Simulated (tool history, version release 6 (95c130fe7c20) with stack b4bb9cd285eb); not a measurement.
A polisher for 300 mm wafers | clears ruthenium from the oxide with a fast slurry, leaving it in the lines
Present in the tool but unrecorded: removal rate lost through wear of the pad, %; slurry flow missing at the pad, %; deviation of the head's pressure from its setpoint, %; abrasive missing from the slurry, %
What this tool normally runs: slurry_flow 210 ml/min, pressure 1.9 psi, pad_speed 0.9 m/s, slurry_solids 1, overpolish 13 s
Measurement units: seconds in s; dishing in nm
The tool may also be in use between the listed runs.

run    hour  slurry_flow  pressure  pad_speed  slurry_solids  overpolish  wafers since the last listed run  wafers polished on this pad  hours since the slurry nozzle was cleaned  hours since the head pressure was calibrated  hours since the slurry blender was calibrated  incoming thickness of the incoming film, nm  seconds  dishing
  1       0          210       1.9        0.9              1          13                                 0                         1977                                      170.8                                          88.8                                           99.8                                        216.1     93.5     24.9
  2   323.2          210       1.9        0.9              1          13                              2991                         4969                                        494                                           412                                            423                                        216.7    104.7     23.5
  3   367.6          210       1.9        0.9              1          13                               410                         5380                                      538.4                                         456.4                                          467.4                                        216.3    103.5     22.8
  4   468.6          210       1.9        0.9              1          13                               934                         6314                                      639.4                                         557.4                                          568.4                                        215.9    107.8     23.1
  5   509.5          210       1.9        0.9              1          13                               378                         6693                                      680.3                                         598.3                                          609.3                                        212.8    104.3     22.5
  6   567.1          210       1.9        0.9              1          13                               533                         7226                                      737.9                                         655.9                                          666.9                                        215.6    105.7     22.7
  7   614.8          210       1.4        0.9            1.1          13                               441                         7668                                      785.6                                         703.6                                          714.6                                        215.3    126.4     19.2
      640.3  -- slurry blender recalibrated
        641  -- worn pad replaced by a new one
  8   679.8          210       1.9        0.9              1          13                               577                          359                                      850.6                                         768.6                                           39.5                                          215    112.9     21.7
      708.9  -- slurry nozzle cleaned
  9   770.9          210       1.9        0.9           1.15          13                               833                         1193                                         62                                         859.7                                          130.6                                        215.5     95.1     24.9
      794.8  -- head pressure recalibrated
 10     849          210       1.9       0.82              1          13                               704                         1897                                      140.1                                          54.2                                          208.7                                        212.6    100.2     24.2
 11   943.7          210       1.9        0.9              1          13                               876                         2774                                      234.8                                         148.9                                          303.4                                        215.9     96.7     24.5
 12    1000          210       1.9        0.9           1.15          13                               521                         3295                                      291.1                                         205.2                                          359.7                                        215.1     88.7     25.2
 13  1048.4          240       1.9        0.9              1          13                               447                         3743                                      339.5                                         253.6                                          408.1                                        214.8     95.9     24.2
 14  1098.3          210       2.6        0.9           1.15          13                               461                         4204                                      389.4                                         303.5                                            458                                        217.3     78.4     30.4
 15  1151.7          210       1.9        0.9              1          13                               494                         4699                                      442.8                                         356.9                                          511.4                                        214.3    101.3     23.7

Predict the results of run 16:
 16  1444.9          250       1.6       1.08           0.75          13                              2713                         7412                                        736                                         650.1                                          804.6                                        216.6        ?        ?

Run 16 came out at seconds 105.9 s, dishing 22.5 nm.
With no hidden state in the tool, this same run would have given seconds 91.4 s, dishing 25.9 nm.
